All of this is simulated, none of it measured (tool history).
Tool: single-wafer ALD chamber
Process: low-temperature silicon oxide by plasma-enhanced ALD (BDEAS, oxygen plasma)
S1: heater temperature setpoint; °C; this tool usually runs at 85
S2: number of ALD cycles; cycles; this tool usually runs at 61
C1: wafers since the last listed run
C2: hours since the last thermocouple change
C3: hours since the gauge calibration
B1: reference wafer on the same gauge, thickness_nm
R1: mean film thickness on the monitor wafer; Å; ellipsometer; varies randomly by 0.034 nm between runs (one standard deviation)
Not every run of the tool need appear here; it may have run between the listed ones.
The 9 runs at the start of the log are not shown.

{"run": 10, "hour": 527.5, "S1": 92, "S2": 61, "C1": 389, "C2": 1024.2, "C3": 2196.7, "B1": 11.164, "R1": 90.03}
{"run": 11, "hour": 612.6, "S1": 85, "S2": 61, "C1": 542, "C2": 1109.3, "C3": 2281.8, "B1": 11.171, "R1": 92.01}
{"run": 12, "hour": 674.1, "S1": 95, "S2": 61, "C1": 391, "C2": 1170.8, "C3": 2343.3, "B1": 11.165, "R1": 88.77}
{"run": 13, "hour": 721.2, "S1": 95, "S2": 61, "C1": 300, "C2": 1217.9, "C3": 2390.4, "B1": 11.161, "R1": 88.74}
{"run": 14, "hour": 809.6, "S1": 85, "S2": 61, "C1": 563, "C2": 1306.3, "C3": 2478.8, "B1": 11.151, "R1": 91.3}
{"run": 15, "hour": 881.9, "S1": 85, "S2": 61, "C1": 460, "C2": 1378.6, "C3": 2551.1, "B1": 11.161, "R1": 91.88}
{"run": 16, "hour": 961.7, "S1": 70, "S2": 66, "C1": 508, "C2": 1458.4, "C3": 2630.9, "B1": 11.162, "R1": 103.03}
{"run": 17, "hour": 1053.5, "S1": 85, "S2": 66, "C1": 584, "C2": 1550.2, "C3": 2722.7, "B1": 11.154, "R1": 99.12}
{"hour": 1088.4, "done": "thermocouple changed; heater temperature recalibrated"}
{"run": 18, "hour": 1103.5, "S1": 85, "S2": 61, "C1": 267, "C2": 15.1, "C3": 2772.7, "B1": 11.161, "R1": 93.54}
{"run": 19, "hour": 1162.1, "S1": 91, "S2": 51, "C1": 373, "C2": 73.7, "C3": 2831.3, "B1": 11.161, "R1": 76.75}
{"hour": 1163.4, "done": "gauge calibrated"}
{"run": 20, "hour": 1258.9, "S1": 79, "S2": 54, "C1": 616, "C2": 170.5, "C3": 95.5, "B1": 11.158, "R1": 83.72}
{"run": 21, "hour": 1572.0, "S1": 85, "S2": 61, "C1": 1994, "C2": 483.6, "C3": 408.6, "B1": 11.163, "R1": 92.92}
{"run": 22, "hour": 1620.8, "S1": 85, "S2": 51, "C1": 310, "C2": 532.4, "C3": 457.4, "B1": 11.16, "R1": 77.16}
{"run": 23, "hour": 1726.0, "S1": 85, "S2": 61, "C1": 670, "C2": 637.6, "C3": 562.6, "B1": 11.163, "R1": 92.31}
{"run": 24, "hour": 1779.7, "S1": 98, "S2": 61, "C1": 342, "C2": 691.3, "C3": 616.3, "B1": 11.157, "R1": 88.93}
{"run": 25, "hour": 1864.0, "S1": 85, "S2": 50, "C1": 536, "C2": 775.6, "C3": 700.6, "B1": 11.153, "R1": 75.96}
{"run": 26, "hour": 2027.1, "S1": 89, "S2": 61, "C1": 1038, "C2": 938.7, "C3": 863.7, "B1": 11.159, "R1": 91.4}
{"run": 27, "hour": 2101.6, "S1": 85, "S2": 61, "C1": 474, "C2": 1013.2, "C3": 938.2, "B1": 11.161, "R1": 91.94}
{"run": 28, "hour": 2171.1, "S1": 85, "S2": 61, "C1": 442, "C2": 1082.7, "C3": 1007.7, "B1": 11.154, "R1": 91.99}
{"run": 29, "hour": 2250.8, "S1": 85, "S2": 61, "C1": 507, "C2": 1162.4, "C3": 1087.4, "B1": 11.162, "R1": 92.25}
{"run": 30, "hour": 2293.3, "S1": 99, "S2": 53, "C1": 270, "C2": 1204.9, "C3": 1129.9, "B1": 11.153, "R1": 76.89}
{"run": 31, "hour": 2333.9, "S1": 85, "S2": 61, "C1": 258, "C2": 1245.5, "C3": 1170.5, "B1": 11.167, "R1": 91.84}

Below are 4 alternative next runs, each starting from the tool's condition after run 31. Predict each:
{"run": "A", "hour": 2334.4, "S1": 85, "S2": 52, "C1": 3, "C2": 1246.0, "C3": 1171.0, "B1": "?", "R1": "?"}
{"run": "B", "hour": 2334.4, "S1": 85, "S2": 69, "C1": 3, "C2": 1246.0, "C3": 1171.0, "B1": "?", "R1": "?"}
{"run": "C", "hour": 2334.4, "S1": 91, "S2": 72, "C1": 3, "C2": 1246.0, "C3": 1171.0, "B1": "?", "R1": "?"}
{"run": "D", "hour": 2334.4, "S1": 76, "S2": 61, "C1": 3, "C2": 1246.0, "C3": 1171.0, "B1": "?", "R1": "?"}

run=A B1=11.155 R1=78.28
run=B B1=11.155 R1=103.87
run=C B1=11.155 R1=106.40
run=D B1=11.155 R1=94.35
With no hidden state in the tool, these same runs would have given:
run=A R1=79.26
run=B R1=105.18
run=C R1=107.77
run=D R1=95.51
